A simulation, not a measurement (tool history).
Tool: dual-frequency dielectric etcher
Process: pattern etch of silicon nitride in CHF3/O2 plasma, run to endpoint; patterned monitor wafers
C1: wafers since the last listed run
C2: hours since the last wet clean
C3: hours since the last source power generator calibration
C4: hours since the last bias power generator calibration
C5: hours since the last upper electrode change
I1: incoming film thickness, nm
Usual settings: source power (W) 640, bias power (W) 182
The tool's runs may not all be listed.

Run 1, hour 0: usual settings; C1 0; C2 157.1; C3 3006.7; C4 1907.6; C5 2075.9; I1 75. Result: endpoint time (s) 42.9.
Run 2, hour 23.4: usual settings; C1 224; C2 180.5; C3 3030.1; C4 1931; C5 2099.3; I1 73.8. Result: endpoint time (s) 42.6.
Run 3, hour 48.1: usual settings; C1 237; C2 205.2; C3 3054.8; C4 1955.7; C5 2124; I1 74. Result: endpoint time (s) 42.3.
Run 4, hour 67.2: usual settings; C1 183; C2 224.3; C3 3073.9; C4 1974.8; C5 2143.1; I1 74.4. Result: endpoint time (s) 42.7.
Run 5, hour 90.9: usual settings; C1 227; C2 248; C3 3097.6; C4 1998.5; C5 2166.8; I1 75. Result: endpoint time (s) 42.9.
Run 6, hour 112.2: usual settings; C1 204; C2 269.3; C3 3118.9; C4 2019.8; C5 2188.1; I1 74.5. Result: endpoint time (s) 42.9.
Run 7, hour 218.7: usual settings; C1 1023; C2 375.8; C3 3225.4; C4 2126.3; C5 2294.6; I1 74.2. Result: endpoint time (s) 42.
Run 8, hour 248.1: usual settings; C1 282; C2 405.2; C3 3254.8; C4 2155.7; C5 2324; I1 75.3. Result: endpoint time (s) 42.6.
Run 9, hour 262.6: usual settings; C1 139; C2 419.7; C3 3269.3; C4 2170.2; C5 2338.5; I1 74. Result: endpoint time (s) 42.3.
At hour 305: source power generator calibrated.
At hour 348.6: bias power generator calibrated.
Run 10, hour 358.1: usual settings but source power (W) 690; C1 840; C2 515.2; C3 53.1; C4 9.5; C5 2434; I1 74.5. Result: endpoint time (s) 41.4.
At hour 411.5: upper electrode replaced.
Run 11, hour 412: usual settings; C1 287; C2 569.1; C3 107; C4 63.4; C5 0.5; I1 74. Result: endpoint time (s) 41.5.
Run 12, hour 422.3: usual settings; C1 98; C2 579.4; C3 117.3; C4 73.7; C5 10.8; I1 74.1. Result: endpoint time (s) 41.3.
Run 13, hour 445.8: usual settings but source power (W) 590, bias power (W) 156; C1 225; C2 602.9; C3 140.8; C4 97.2; C5 34.3; I1 74.3. Result: endpoint time (s) 44.9.
Run 14, hour 461: usual settings but source power (W) 730, bias power (W) 166; C1 146; C2 618.1; C3 156; C4 112.4; C5 49.5; I1 74.8. Result: endpoint time (s) 41.3.
At hour 505.7: wet clean of the chamber.
Run 15, hour 506.2: usual settings but source power (W) 530, bias power (W) 161; C1 203; C2 0.5; C3 201.2; C4 157.6; C5 94.7; I1 74.5. Result: endpoint time (s) 48.1.
Run 16, hour 508.5: usual settings but source power (W) 580, bias power (W) 220; C1 22; C2 2.8; C3 203.5; C4 159.9; C5 97; I1 74.9. Result: endpoint time (s) 42.6.
Run 17, hour 528.8: usual settings but bias power (W) 144; C1 195; C2 23.1; C3 223.8; C4 180.2; C5 117.3; I1 74.8. Result: endpoint time (s) 47.1.
Run 18, hour 557.2: usual settings but source power (W) 790, bias power (W) 169; C1 272; C2 51.5; C3 252.2; C4 208.6; C5 145.7; I1 75. Result: endpoint time (s) 42.1.
Run 19, hour 588.9: usual settings but source power (W) 770; C1 304; C2 83.2; C3 283.9; C4 240.3; C5 177.4; I1 75.2. Result: endpoint time (s) 41.6.
Run 20, hour 616.3: usual settings; C1 263; C2 110.6; C3 311.3; C4 267.7; C5 204.8; I1 75.7. Result: endpoint time (s) 44.1.

The next listed run, before its measurement:
Run 21, hour 630.9: usual settings but source power (W) 710, bias power (W) 147; C1 140; C2 125.2; C3 325.9; C4 282.3; C5 219.4; I1 74. Result: endpoint time (s) ?.

endpoint time (s): 44.7
Without the tool's hidden state the same run would have given endpoint time (s) 45.2.

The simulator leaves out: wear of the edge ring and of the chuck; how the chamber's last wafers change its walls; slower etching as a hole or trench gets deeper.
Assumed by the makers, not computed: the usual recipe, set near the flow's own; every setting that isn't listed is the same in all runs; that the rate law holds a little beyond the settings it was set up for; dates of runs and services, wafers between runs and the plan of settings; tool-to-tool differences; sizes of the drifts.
